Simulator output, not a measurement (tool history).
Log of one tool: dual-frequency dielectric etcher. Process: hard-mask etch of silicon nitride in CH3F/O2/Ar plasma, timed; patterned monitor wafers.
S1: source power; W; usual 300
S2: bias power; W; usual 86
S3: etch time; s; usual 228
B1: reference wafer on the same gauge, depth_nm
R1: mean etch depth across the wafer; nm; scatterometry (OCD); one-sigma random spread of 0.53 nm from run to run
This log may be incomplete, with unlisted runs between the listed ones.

Run 1, hour 0: usual settings but S2 100 W, S3 185.5 s; B1 155.1. Result: R1 143.4 nm.
Run 2, hour 38.1: usual settings but S3 264.5 s; B1 155. Result: R1 193.5 nm.
At hour 118.1: wet clean of the chamber.
Run 3, hour 118.6: usual settings but S3 264.5 s; B1 155. Result: R1 195.9 nm.
Run 4, hour 148.2: usual settings; B1 154.9. Result: R1 169.7 nm.
Run 5, hour 207.6: usual settings; B1 155. Result: R1 168.1 nm.
Run 6, hour 256.8: usual settings; B1 155. Result: R1 168.1 nm.
Run 7, hour 300.5: usual settings but S2 95 W, S3 272 s; B1 155.1. Result: R1 206.3 nm.
Run 8, hour 325.5: usual settings but S2 95 W, S3 272 s; B1 155. Result: R1 206.4 nm.
Run 9, hour 382.2: usual settings but S1 250 W, S2 79 W, S3 164.5 s; B1 155. Result: R1 106.3 nm.
At hour 430.2: upper electrode replaced.
Run 10, hour 441.7: usual settings but S1 240 W, S2 102 W; B1 154.9. Result: R1 158 nm.
Run 11, hour 474.9: usual settings but S2 93 W, S3 199.5 s; B1 155. Result: R1 148.7 nm.
At hour 521.9: wet clean of the chamber.
At hour 536.9: gauge calibrated.
Run 12, hour 544.5: usual settings but S1 250 W, S2 98 W; B1 155. Result: R1 169.8 nm.
Run 13, hour 578.7: usual settings but S2 97 W; B1 154.9. Result: R1 185.1 nm.
Run 14, hour 604.4: usual settings; B1 155. Result: R1 176.3 nm.
At hour 643.6: source power generator calibrated.
At hour 651.3: bias power generator calibrated.
At hour 653: wet clean of the chamber, repeated, since the last time left the tool worse.
Run 15, hour 653.5: usual settings; B1 155.1. Result: R1 170.3 nm.

Run 16 is up next; what results do you expect?
Run 16, hour 691.1: usual settings but S2 75 W, S3 166.5 s; B1 ?. Result: R1 ?.

For run 16 the tool returned B1 154.9, R1 118.1 nm.
With no hidden state in the tool, this same run would have given R1 117.9 nm.
